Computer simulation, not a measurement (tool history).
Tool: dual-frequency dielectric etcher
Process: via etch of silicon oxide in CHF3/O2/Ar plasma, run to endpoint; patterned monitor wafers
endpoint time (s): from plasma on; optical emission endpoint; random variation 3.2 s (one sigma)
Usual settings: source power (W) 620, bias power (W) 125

run,hour,source power (W),bias power (W),wafers since the last listed run,hours since the last wet clean,hours since the last source power generator calibration,hours since the last bias power generator calibration,hours since the last upper electrode change,"incoming incoming film thickness, nm",endpoint time (s)
1,0,620,134,0,319.6,2339,5064.8,1681.9,776.4,347.8
2,70.7,620,134,212,390.3,2409.7,5135.5,1752.6,771.6,351.2
3,83.8,710,105,39,403.4,2422.8,5148.6,1765.7,774.3,374.2
# hour 108.1: wet clean of the chamber
4,111.4,710,105,10,3.3,2450.4,5176.2,1793.3,782.8,423.6
5,126.6,710,105,45,18.5,2465.6,5191.4,1808.5,775,418.5
6,161.1,620,125,103,53,2500.1,5225.9,1843,768.4,399.8
7,189.9,620,125,86,81.8,2528.9,5254.7,1871.8,780.2,397.8
# hour 201.2: bias power generator calibrated
8,207.6,620,125,41,99.5,2546.6,6.4,1889.5,781.1,407.5
9,289.7,620,125,246,181.6,2628.7,88.5,1971.6,785.4,406.2
10,313.3,620,125,70,205.2,2652.3,112.1,1995.2,775.5,394.2
# hour 350.9: wet clean of the chamber, repeated, since the last time left the tool worse
11,351.4,520,125,42,0.5,2690.4,150.2,2033.3,770.7,396.6
12,369.4,520,125,54,18.5,2708.4,168.2,2051.3,782.3,401.2
13,401,730,125,94,50.1,2740,199.8,2082.9,775.7,354.6
14,419.3,760,98,54,68.4,2758.3,218.1,2101.2,777,383.9
# hour 425.2: source power generator calibrated
15,436,620,125,38,85.1,10.8,234.8,2117.9,778,372.2
# hour 479.1: upper electrode replaced
16,479.6,730,105,58,128.7,54.4,278.4,0.5,768.7,374.8
17,486.3,760,107,20,135.4,61.1,285.1,7.2,773.4,374
18,521.4,730,144,105,170.5,96.2,320.2,42.3,774.2,333.6
19,549.8,470,112,85,198.9,124.6,348.6,70.7,780.8,425.6
20,575,620,125,75,224.1,149.8,373.8,95.9,779.6,368.2
21,599.7,550,95,74,248.8,174.5,398.5,120.6,784.1,440.9
22,622.7,530,111,69,271.8,197.5,421.5,143.6,782,405.5

Forecast run 23:
23,637.5,580,116,44,286.6,212.3,436.3,158.4,775.1,?

{"run 23": {"endpoint time (s)": 386.4}}
Without the tool's hidden state the same run would have given endpoint time (s) 398.5.
